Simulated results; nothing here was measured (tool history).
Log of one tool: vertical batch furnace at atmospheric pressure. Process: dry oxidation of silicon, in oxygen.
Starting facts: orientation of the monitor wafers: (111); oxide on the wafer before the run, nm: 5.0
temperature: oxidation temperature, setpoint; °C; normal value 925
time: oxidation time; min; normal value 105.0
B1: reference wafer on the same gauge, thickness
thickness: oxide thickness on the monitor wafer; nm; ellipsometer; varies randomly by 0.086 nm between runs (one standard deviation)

{"run": 1, "day": 0.0, "temperature": 925, "time": 105.0, "B1": 55.31, "thickness": 57.47}
{"run": 2, "day": 1.017, "temperature": 925, "time": 105.0, "B1": 55.27, "thickness": 57.33}
{"run": 3, "day": 2.079, "temperature": 925, "time": 105.0, "B1": 55.28, "thickness": 57.22}
{"run": 4, "day": 2.571, "temperature": 925, "time": 105.0, "B1": 55.28, "thickness": 57.12}
{"day": 2.808, "done": "gauge calibrated"}
{"run": 5, "day": 3.396, "temperature": 934, "time": 105.0, "B1": 55.3, "thickness": 61.85}
{"run": 6, "day": 4.458, "temperature": 934, "time": 105.0, "B1": 55.32, "thickness": 61.96}
{"run": 7, "day": 4.838, "temperature": 925, "time": 105.0, "B1": 55.31, "thickness": 57.39}
{"run": 8, "day": 5.362, "temperature": 944, "time": 105.0, "B1": 55.32, "thickness": 67.08}
{"day": 6.721, "done": "thermocouples replaced and temperature profile calibrated"}
{"run": 9, "day": 6.742, "temperature": 925, "time": 105.0, "B1": 55.28, "thickness": 58.64}
{"run": 10, "day": 6.996, "temperature": 925, "time": 105.0, "B1": 55.27, "thickness": 58.71}
{"run": 11, "day": 7.612, "temperature": 913, "time": 56.0, "B1": 55.3, "thickness": 34.66}
{"day": 9.45, "done": "thermocouples replaced and temperature profile calibrated, repeated, since the last time left the tool worse"}
{"run": 12, "day": 9.471, "temperature": 914, "time": 63.0, "B1": 55.27, "thickness": 35.74}
{"run": 13, "day": 9.725, "temperature": 934, "time": 135.0, "B1": 55.27, "thickness": 70.91}
{"run": 14, "day": 9.975, "temperature": 925, "time": 105.0, "B1": 55.31, "thickness": 55.5}
{"run": 15, "day": 10.229, "temperature": 925, "time": 105.0, "B1": 55.27, "thickness": 55.57}
{"day": 11.446, "done": "boat lift adjusted"}
{"run": 16, "day": 11.467, "temperature": 950, "time": 139.5, "B1": 55.27, "thickness": 82.69}
{"run": 17, "day": 11.721, "temperature": 912, "time": 76.0, "B1": 55.3, "thickness": 39.68}
{"run": 18, "day": 12.35, "temperature": 947, "time": 143.5, "B1": 55.3, "thickness": 82.17}
{"day": 12.446, "done": "gauge calibrated"}
{"run": 19, "day": 12.796, "temperature": 934, "time": 105.0, "B1": 55.33, "thickness": 60.3}
{"run": 20, "day": 15.733, "temperature": 934, "time": 135.0, "B1": 55.28, "thickness": 71.62}
{"run": 21, "day": 16.375, "temperature": 925, "time": 146.5, "B1": 55.31, "thickness": 69.87}

Consider 3 possible next runs. They are alternatives, not a sequence: every one starts from the tool as it was left by run 21. What does each give?
{"run": "A", "day": 16.629, "temperature": 925, "time": 105.0, "B1": "?", "thickness": "?"}
{"run": "B", "day": 16.629, "temperature": 946, "time": 155.0, "B1": "?", "thickness": "?"}
{"run": "C", "day": 16.629, "temperature": 934, "time": 61.5, "B1": "?", "thickness": "?"}

run=A B1=55.30 thickness=55.95
run=B B1=55.30 thickness=86.27
run=C B1=55.30 thickness=42.30
With no hidden state in the tool, these same runs would have given:
run=A thickness=55.55
run=B thickness=85.73
run=C thickness=42.02

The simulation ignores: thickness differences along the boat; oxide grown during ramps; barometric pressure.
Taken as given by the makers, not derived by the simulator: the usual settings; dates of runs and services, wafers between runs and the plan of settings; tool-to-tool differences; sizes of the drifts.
